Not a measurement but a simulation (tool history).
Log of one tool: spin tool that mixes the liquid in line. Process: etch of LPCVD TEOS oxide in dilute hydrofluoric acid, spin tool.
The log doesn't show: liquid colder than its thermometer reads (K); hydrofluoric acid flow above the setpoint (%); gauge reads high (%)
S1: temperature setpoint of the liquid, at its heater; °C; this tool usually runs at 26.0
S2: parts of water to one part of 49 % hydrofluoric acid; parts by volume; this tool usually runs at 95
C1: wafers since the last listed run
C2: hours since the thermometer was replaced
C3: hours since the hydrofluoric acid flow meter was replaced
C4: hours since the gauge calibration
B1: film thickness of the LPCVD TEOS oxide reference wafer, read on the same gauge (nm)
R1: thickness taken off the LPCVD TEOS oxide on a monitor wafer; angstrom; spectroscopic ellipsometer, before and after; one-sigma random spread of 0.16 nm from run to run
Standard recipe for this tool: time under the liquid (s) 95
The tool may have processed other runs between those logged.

run 1 hour=0.0 | S1=26.0 S2=95 time_under_the_liquid_(s)=95 | C1=0 C2=499.1 C3=692.0 C4=74.8 | B1=130.01 | R1=364.9
run 2 hour=21.4 | S1=26.0 S2=95 time_under_the_liquid_(s)=95 | C1=132 C2=520.5 C3=713.4 C4=96.2 | B1=130.00 | R1=364.9
run 3 hour=52.2 | S1=26.0 S2=95 time_under_the_liquid_(s)=95 | C1=190 C2=551.3 C3=744.2 C4=127.0 | B1=130.00 | R1=363.3
run 4 hour=82.3 | S1=24.5 S2=95 time_under_the_liquid_(s)=95 | C1=186 C2=581.4 C3=774.3 C4=157.1 | B1=130.00 | R1=340.9
run 5 hour=98.7 | S1=26.0 S2=55 time_under_the_liquid_(s)=95 | C1=101 C2=597.8 C3=790.7 C4=173.5 | B1=129.99 | R1=659.6
run 6 hour=121.1 | S1=26.0 S2=55 time_under_the_liquid_(s)=95 | C1=138 C2=620.2 C3=813.1 C4=195.9 | B1=129.98 | R1=658.5
run 7 hour=147.7 | S1=26.0 S2=85 time_under_the_liquid_(s)=95 | C1=164 C2=646.8 C3=839.7 C4=222.5 | B1=130.03 | R1=410.4
run 8 hour=161.4 | S1=21.5 S2=95 time_under_the_liquid_(s)=95 | C1=84 C2=660.5 C3=853.4 C4=236.2 | B1=130.00 | R1=300.5
-- hour=166.4 hydrofluoric acid flow meter replaced
run 9 hour=174.0 | S1=21.5 S2=45 time_under_the_liquid_(s)=130 | C1=71 C2=673.1 C3=7.6 C4=248.8 | B1=129.98 | R1=871.4
-- hour=181.1 gauge calibrated
run 10 hour=198.0 | S1=26.0 S2=95 time_under_the_liquid_(s)=95 | C1=148 C2=697.1 C3=31.6 C4=16.9 | B1=130.01 | R1=340.7
-- hour=223.8 thermometer replaced
run 11 hour=227.0 | S1=26.0 S2=95 time_under_the_liquid_(s)=95 | C1=173 C2=3.2 C3=60.6 C4=45.9 | B1=130.01 | R1=369.1
run 12 hour=240.5 | S1=26.0 S2=75 time_under_the_liquid_(s)=70 | C1=83 C2=16.7 C3=74.1 C4=59.4 | B1=130.00 | R1=354.5
run 13 hour=264.4 | S1=24.5 S2=70 time_under_the_liquid_(s)=145 | C1=148 C2=40.6 C3=98.0 C4=83.3 | B1=130.00 | R1=739.3
run 14 hour=289.2 | S1=26.0 S2=95 time_under_the_liquid_(s)=125 | C1=153 C2=65.4 C3=122.8 C4=108.1 | B1=130.00 | R1=483.7

Branching from run 14: 4 alternative next runs. What would each branch give?
run A hour=289.6 | S1=26.0 S2=80 time_under_the_liquid_(s)=95 | C1=2 C2=65.8 C3=123.2 C4=108.5 | B1=? | R1=?
run B hour=289.6 | S1=26.0 S2=55 time_under_the_liquid_(s)=55 | C1=2 C2=65.8 C3=123.2 C4=108.5 | B1=? | R1=?
run C hour=289.6 | S1=30.0 S2=140 time_under_the_liquid_(s)=95 | C1=2 C2=65.8 C3=123.2 C4=108.5 | B1=? | R1=?
run D hour=289.6 | S1=24.5 S2=95 time_under_the_liquid_(s)=55 | C1=2 C2=65.8 C3=123.2 C4=108.5 | B1=? | R1=?

run=A B1=130.02 R1=445.5
run=B B1=130.02 R1=387.8
run=C B1=130.02 R1=274.2
run=D B1=130.02 R1=200.8
With the hidden condition removed and each run's random variation left untouched, the same runs would have given:
run=A R1=450.4
run=B R1=392.4
run=C R1=276.5
run=D R1=203.0
